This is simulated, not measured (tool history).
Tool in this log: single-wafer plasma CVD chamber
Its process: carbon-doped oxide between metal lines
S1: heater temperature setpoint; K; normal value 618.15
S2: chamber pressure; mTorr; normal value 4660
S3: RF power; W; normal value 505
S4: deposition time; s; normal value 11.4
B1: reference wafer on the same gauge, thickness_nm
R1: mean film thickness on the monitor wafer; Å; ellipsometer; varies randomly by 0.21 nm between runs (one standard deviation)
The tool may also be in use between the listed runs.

run	hour	S1	S2	S3	S4	B1	R1
1	0.0	618.15	4660	505	11.4	47.872	548.57
2	28.4	618.15	4660	435	11.4	47.913	496.00
3	51.9	618.15	4660	505	11.4	47.886	541.92
4	78.1	618.15	4660	505	11.4	47.863	547.99
5	94.0	618.15	4660	505	11.4	47.844	546.01
# hour 113.3: gauge calibrated
6	124.0	618.15	4660	505	11.4	47.897	545.50
7	159.5	618.15	4660	505	11.4	47.920	545.71
8	194.3	618.15	4660	505	11.4	47.919	547.36
9	207.6	626.15	4660	530	11.4	47.917	550.78
10	273.8	626.15	4660	530	11.4	47.831	548.78
11	300.4	618.15	4660	505	11.4	47.856	540.79
12	318.4	618.15	4660	440	10.1	47.925	443.81
13	345.7	618.15	4660	435	11.4	47.825	497.41
14	380.5	618.15	4660	445	11.4	47.901	502.83
# hour 398.7: RF generator calibrated
15	408.5	624.15	4660	505	11.4	47.863	550.30
# hour 435.9: capacitance manometer re-zeroed and calibrated
16	442.3	618.15	4660	505	11.4	47.899	556.31
17	472.2	618.15	4660	505	11.4	47.852	552.82
# hour 488.9: showerhead replaced
18	490.8	618.15	4660	505	11.4	47.893	557.49
19	512.6	618.15	5260	505	10.1	47.894	497.82
# hour 514.3: gauge calibrated
# hour 538.5: thermocouple changed; heater temperature recalibrated
20	540.3	618.15	4660	505	11.4	47.942	556.29
21	580.9	608.15	4660	565	9.9	47.929	528.29
22	605.1	618.15	3920	575	11.4	47.876	586.70
23	633.9	608.15	5180	445	11.4	47.979	537.46
24	663.8	618.15	4660	505	11.4	47.985	551.55
25	677.1	626.15	5380	425	12.2	47.883	532.66
26	705.5	610.15	3950	505	11.4	47.890	555.34
27	721.9	629.15	3870	430	11.4	47.935	480.31
28	737.9	618.15	3630	505	9.6	47.861	456.95

Had the tool no unlogged condition, and each run kept its random variation, what would the results have been?
The tool's hidden condition here consists of: wafer temperature above the value expected at the setpoint (K); delivered RF power above the setpoint (%); true pressure above the setpoint (%); gauge reads high (%).
run	R1
1	561.53
2	510.06
3	555.41
4	561.97
5	560.14
6	560.01
7	560.70
8	562.84
9	566.30
10	565.11
11	557.48
12	459.99
13	515.91
14	522.04
15	551.99
16	558.43
17	555.30
18	560.22
19	500.51
20	559.63
21	531.85
22	590.96
23	542.60
24	556.42
25	538.36
26	560.77
27	486.03
28	461.76
